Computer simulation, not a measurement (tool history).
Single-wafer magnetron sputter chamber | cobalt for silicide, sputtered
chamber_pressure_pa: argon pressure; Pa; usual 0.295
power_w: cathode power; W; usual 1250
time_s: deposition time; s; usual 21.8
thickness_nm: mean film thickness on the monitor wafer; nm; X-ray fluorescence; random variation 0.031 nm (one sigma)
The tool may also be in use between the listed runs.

run	hour	chamber_pressure_pa	power_w	time_s	wafers since the last listed run	wafers on the sputter target	hours since the last manometer calibration	hours since the magnet pack was replaced	hours since the gauge calibration	read-back reference wafer on the same gauge, thickness_nm	thickness_nm
1	0	0.295	1250	21.8	0	5055	149.4	9386.6	570.3	12.012	13.666
2	57.6	0.295	1250	21.8	1513	6568	207	9444.2	627.9	12.003	13.598
3	154.6	0.295	1250	21.8	2548	9117	304	9541.2	724.9	12.006	13.56
# hour 402.4: sputter target and shields replaced
4	423.4	0.295	1250	21.8	6853	550	572.8	9810	993.7	11.996	13.699
5	489.9	0.295	1250	21.8	1747	2298	639.3	9876.5	1060.2	12.002	13.643
6	572	0.295	1250	21.8	2157	4455	721.4	9958.6	1142.3	12.001	13.581
7	609.4	0.295	1250	19.9	982	5438	758.8	9996	1179.7	11.999	12.377
8	671.3	0.295	1250	21.8	1626	7064	820.7	10057.9	1241.6	12.001	13.521
9	775.2	0.295	1250	21.8	2730	9795	924.6	10161.8	1345.5	11.998	13.455
10	834.6	0.295	1250	21.8	1560	11355	984	10221.2	1404.9	12.009	13.367
11	871	0.348	1250	21.8	956	12312	1020.4	10257.6	1441.3	11.998	13.15
12	925.9	0.348	1250	21.8	1442	13755	1075.3	10312.5	1496.2	11.998	13.078
13	1019.9	0.295	1250	19.1	2470	16225	1169.3	10406.5	1590.2	11.996	11.52
# hour 1054.1: magnet pack replaced
# hour 1064.6: sputter target and shields replaced
14	1081.7	0.295	1250	19.1	1203	450	1231.1	27.6	1652	11.992	11.864
15	1165.2	0.295	1250	21.8	2194	2644	1314.6	111.1	1735.5	11.989	13.471
16	1204.2	0.295	1250	21.8	1024	3669	1353.6	150.1	1774.5	12	13.504
17	1279.2	0.295	1250	21.8	1970	5640	1428.6	225.1	1849.5	11.988	13.477
18	1356.5	0.388	1550	24.8	2031	7671	1505.9	302.4	1926.8	12.002	17.055
19	1409.3	0.295	1250	20	1387	9058	1558.7	355.2	1979.6	12.002	12.286
# hour 1438.4: gauge calibrated
20	1446.4	0.262	1250	25.2	974	10033	1595.8	392.3	8	12.012	15.567
21	1500	0.409	1450	18.7	1408	11442	1649.4	445.9	61.6	12.004	12.118
# hour 1563.9: capacitance manometer re-zeroed and calibrated
22	1567.3	0.384	1550	26	1558	13000	3.4	513.2	128.9	11.982	17.786
23	1623	0.237	950	23.5	1463	14464	59.1	568.9	184.6	11.987	12.344
# hour 1653.1: sputter target and shields replaced
24	1706.6	0.352	950	18.8	1986	1407	142.7	652.5	268.2	12.005	9.835
25	1998.5	0.295	1250	18.3	7670	9077	434.6	944.4	560.1	12	11.308
26	2097.7	0.262	1150	25.1	2606	11684	533.8	1043.6	659.3	12.005	14.796
# hour 2168.4: sputter target and shields replaced
27	2200.9	0.295	1050	18.8	2501	854	637	1146.8	762.5	11.995	10.524
28	2302.6	0.26	1000	25.7	2672	3527	738.7	1248.5	864.2	12.001	14.005
29	2388	0.295	1500	23	2244	5771	824.1	1333.9	949.6	11.997	15.868
30	2478.8	0.183	1250	21.8	2385	8157	914.9	1424.7	1040.4	12.006	13.77
31	2539.8	0.295	1250	21.8	1602	9760	975.9	1485.7	1101.4	11.998	13.31
32	2595.2	0.295	1250	18.2	1455	11216	1031.3	1541.1	1156.8	11.989	11.083
33	2670.6	0.295	1250	21.8	1981	13197	1106.7	1616.5	1232.2	12.001	13.227
34	2763	0.295	1000	21.8	2428	15625	1199.1	1708.9	1324.6	12.014	11.453
# hour 2795.7: sputter target and shields replaced
35	2840.6	0.295	1250	21.8	1828	1180	1276.7	1786.5	1402.2	11.995	13.494

Forecast each of these 3 alternatives for the next run:
A	2841	0.295	1250	21.8	10	1190	1277.1	1786.9	1402.6	?	?
B	2841	0.343	1100	20	10	1190	1277.1	1786.9	1402.6	?	?
C	2841	0.295	1450	25.7	10	1190	1277.1	1786.9	1402.6	?	?

run	read-back reference wafer on the same gauge, thickness_nm	thickness_nm
A	12.013	13.486
B	12.013	11.31
C	12.013	17.468
Without the tool's hidden state the same runs would have given:
run	thickness_nm
A	13.601
B	11.415
C	17.617
